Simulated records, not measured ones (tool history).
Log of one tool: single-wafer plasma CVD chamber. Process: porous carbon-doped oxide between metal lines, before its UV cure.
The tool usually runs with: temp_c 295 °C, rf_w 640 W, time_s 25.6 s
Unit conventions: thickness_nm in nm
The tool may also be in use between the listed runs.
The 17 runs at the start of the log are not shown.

run	hour	temp_c	rf_w	time_s	wafers since the last listed run	hours since the last thermocouple change	hours since the last RF generator calibration	hours since the showerhead was replaced	hours since the gauge calibration	read-back reference wafer on the same gauge, thickness_nm	thickness_nm
18	429.6	286	595	25.6	356	2405.6	2369.9	36.0	28.1	189.916	159.868
19	454.8	295	515	29.7	507	2430.8	2395.1	61.2	53.3	190.033	160.521
20	487.6	305	730	22.9	661	2463.6	2427.9	94.0	86.1	189.971	140.509
21	505.0	295	640	25.6	350	2481.0	2445.3	111.4	103.5	189.930	156.230
22	532.4	300	740	28.2	552	2508.4	2472.7	138.8	130.9	189.959	178.983
23	549.7	295	765	25.6	348	2525.7	2490.0	156.1	148.2	189.840	171.892
# hour 576.7: RF generator calibrated
24	577.2	295	765	25.6	393	2553.2	0.5	183.6	175.7	189.953	176.576
# hour 602.6: thermocouple changed; heater temperature recalibrated
25	609.4	284	535	23.1	487	6.8	32.7	215.8	207.9	190.036	142.441
26	628.2	295	640	25.6	378	25.6	51.5	234.6	226.7	189.974	160.017
27	643.0	307	530	30.3	298	40.4	66.3	249.4	241.5	190.097	158.520
28	674.1	295	550	25.6	626	71.5	97.4	280.5	272.6	189.919	148.661
29	700.9	310	600	25.6	540	98.3	124.2	307.3	299.4	189.893	140.379
30	716.4	295	515	25.6	312	113.8	139.7	322.8	314.9	189.963	143.191
31	734.2	295	640	25.6	358	131.6	157.5	340.6	332.7	189.983	160.773
32	763.5	295	570	29.8	590	160.9	186.8	369.9	362.0	190.046	174.159
33	855.4	286	640	25.6	1852	252.8	278.7	461.8	453.9	190.016	170.588

Here are 3 independent what-if runs from the current tool condition. What would each one return?
A	855.8	295	640	27.4	8	253.2	279.1	462.2	454.3	?	?
B	855.8	305	640	25.6	8	253.2	279.1	462.2	454.3	?	?
C	855.8	302	760	23.6	8	253.2	279.1	462.2	454.3	?	?

run	read-back reference wafer on the same gauge, thickness_nm	thickness_nm
A	190.021	170.425
B	190.021	149.586
C	190.021	154.444
With no hidden state in the tool, these same runs would have given:
run	thickness_nm
A	171.464
B	150.498
C	155.371

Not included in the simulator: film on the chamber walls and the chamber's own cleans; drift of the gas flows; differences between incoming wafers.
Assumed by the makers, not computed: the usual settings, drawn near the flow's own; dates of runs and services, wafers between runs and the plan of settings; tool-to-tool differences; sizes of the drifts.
